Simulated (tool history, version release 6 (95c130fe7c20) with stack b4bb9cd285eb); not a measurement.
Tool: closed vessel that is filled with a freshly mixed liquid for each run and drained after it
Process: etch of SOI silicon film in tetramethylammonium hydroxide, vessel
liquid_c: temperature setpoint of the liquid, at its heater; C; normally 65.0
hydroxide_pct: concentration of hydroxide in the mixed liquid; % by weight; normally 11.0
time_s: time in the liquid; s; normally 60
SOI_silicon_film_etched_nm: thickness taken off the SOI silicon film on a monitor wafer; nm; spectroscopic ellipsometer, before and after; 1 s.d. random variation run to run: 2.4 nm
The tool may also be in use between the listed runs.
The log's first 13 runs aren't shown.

run,hour,liquid_c,hydroxide_pct,time_s,"read-back film thickness of the SOI silicon film reference wafer, read on the same gauge (nm)",SOI_silicon_film_etched_nm
14,1012.0,65.0,12.5,35,30.03,164.11
15,1072.0,65.0,11.0,60,29.95,288.39
16,1138.6,65.0,11.0,60,30.01,291.85
17,1240.8,70.0,14.0,35,29.99,207.05
# hour 1253.1: gauge calibrated
18,1325.0,65.0,11.0,60,30.00,289.97
19,1372.0,65.0,11.0,60,29.99,283.68
20,1467.3,65.0,11.0,60,29.99,288.85
21,1555.5,62.0,12.0,85,29.95,324.42
22,1659.6,65.0,11.0,60,29.97,286.36
23,1723.0,65.0,11.0,85,29.95,394.52
# hour 1729.0: hydroxide flow meter replaced
24,1759.2,69.5,11.0,70,29.98,430.91
# hour 1787.0: thermometer replaced
25,1804.4,71.0,7.5,30,30.02,245.73
26,1852.7,59.0,11.0,30,30.04,102.58
27,1930.2,65.0,11.0,60,29.94,296.25
28,1966.5,72.5,7.5,60,29.96,531.93
29,2011.8,65.0,12.5,60,30.02,280.53
30,2070.4,65.0,11.0,60,30.01,298.10
31,2138.8,60.5,11.0,50,29.96,184.15
32,2178.4,65.0,14.5,60,30.03,260.35
33,2225.1,65.0,8.0,35,29.98,191.58
34,2272.0,65.0,11.0,70,29.96,338.53
35,2344.5,65.0,11.0,60,30.00,292.28

Alternative continuations, all from the tool just after run 35; predict every row:
A,2345.2,59.0,11.0,60,?,?
B,2345.2,60.0,9.5,75,?,?
C,2345.2,65.0,7.5,75,?,?

run,"read-back film thickness of the SOI silicon film reference wafer, read on the same gauge (nm)",SOI_silicon_film_etched_nm
A,30.02,201.48
B,30.02,282.90
C,30.02,416.84
Stripped of hidden state, with their random variation kept, the same runs would have yielded:
run,SOI_silicon_film_etched_nm
A,210.07
B,294.88
C,433.85

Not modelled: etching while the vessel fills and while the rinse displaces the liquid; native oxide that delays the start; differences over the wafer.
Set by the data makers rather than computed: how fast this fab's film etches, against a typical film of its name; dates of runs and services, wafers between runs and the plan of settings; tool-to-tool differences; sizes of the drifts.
